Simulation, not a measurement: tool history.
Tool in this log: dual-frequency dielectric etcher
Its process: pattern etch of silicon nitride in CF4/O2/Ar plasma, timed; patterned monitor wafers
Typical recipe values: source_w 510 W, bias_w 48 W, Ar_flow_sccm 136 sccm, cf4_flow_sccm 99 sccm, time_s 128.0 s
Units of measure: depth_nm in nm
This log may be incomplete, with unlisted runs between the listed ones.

run   hour  source_w  bias_w  Ar_flow_sccm  cf4_flow_sccm  time_s  read-back reference wafer on the same gauge, depth_nm  depth_nm
  1    0.0       510      48           136             99   158.5                                                  226.1     314.2
  2   22.9       510      48           136             99   158.5                                                  226.1     314.2
  3   52.0       510      42           127             99   128.0                                                  226.0     240.3
  4  101.5       510      48           136            104   128.0                                                  226.0     255.3
  5  143.6       510      48           136             99   128.0                                                  226.0     255.6
  6  190.2       510      48           136             99   128.0                                                  226.0     255.7
  7  209.2       510      48           136             99   128.0                                                  225.9     256.0
  8  309.5       420      48           136             99   166.0                                                  226.0     275.0
  9  341.5       510      48           136             99   128.0                                                  226.1     246.8
 10  358.8       510      39           136             99   128.0                                                  226.1     225.3
 11  376.3       510      48           136             99   128.0                                                  226.0     247.2
 12  401.2       600      43           136             99   128.0                                                  225.9     267.6
 13  432.4       510      48           105            114   151.0                                                  225.9     305.6
 14  459.3       510      48           159             99   128.0                                                  226.0     241.3
 15  473.1       510      48           136             99   128.0                                                  225.9     246.5
 16  497.3       430      36           118             91   128.0                                                  226.0     189.2
 17  522.6       450      48           136             84   128.0                                                  226.0     215.0
 18  547.3       510      48           136             99   128.0                                                  226.0     245.2
 19  572.8       510      48           157            108   128.0                                                  225.9     246.1
 20  585.6       510      48           136             99   128.0                                                  226.0     245.2
 21  597.9       510      48           136             99   155.0                                                  226.0     297.1
 22  619.1       510      48           136             99   128.0                                                  226.1     245.7

Removed from this log: 7 entries logged between the listed runs. Between which two listed runs does each belong, and how does the tool's hidden state at the listed run before it compare with that at the listed run after it?
Runs 4 to 5: bias power generator calibrated (hour 113.3); wet clean of the chamber (hour 143.1)
  etch rate over this chamber's usual, %: -1.07 -> -0.139; source power that arrives over what is set, %: 4.48 -> 4.53
  measured less the result without the state, depth_nm: +6.1 -> +8.5 nm
Runs 5 to 6: Ar flow controller replaced (hour 154.8)
  etch rate over this chamber's usual, %: -0.139 -> -0.256; source power that arrives over what is set, %: 4.53 -> 4.58
  measured less the result without the state, depth_nm: +8.5 -> +8.4 nm
Runs 7 to 8: source power generator calibrated (hour 239.2)
  etch rate over this chamber's usual, %: -0.303 -> -0.553; source power that arrives over what is set, %: 4.6 -> 0.359
  measured less the result without the state, depth_nm: +8.2 -> -0.8 nm
Runs 8 to 9: upper electrode replaced (hour 341.0)
  etch rate over this chamber's usual, %: -0.553 -> -0.633; source power that arrives over what is set, %: 0.359 -> 0.394
  measured less the result without the state, depth_nm: -0.8 -> -0.8 nm
Runs 11 to 12: gauge calibrated (hour 398.7)
  etch rate over this chamber's usual, %: -0.72 -> -0.782; source power that arrives over what is set, %: 0.432 -> 0.459
  measured less the result without the state, depth_nm: -0.9 -> -1.1 nm
Runs 13 to 14: CF4 flow controller replaced (hour 453.9)
  etch rate over this chamber's usual, %: -0.859 -> -0.927; source power that arrives over what is set, %: 0.493 -> 0.523
  measured less the result without the state, depth_nm: -1.5 -> -1.3 nm

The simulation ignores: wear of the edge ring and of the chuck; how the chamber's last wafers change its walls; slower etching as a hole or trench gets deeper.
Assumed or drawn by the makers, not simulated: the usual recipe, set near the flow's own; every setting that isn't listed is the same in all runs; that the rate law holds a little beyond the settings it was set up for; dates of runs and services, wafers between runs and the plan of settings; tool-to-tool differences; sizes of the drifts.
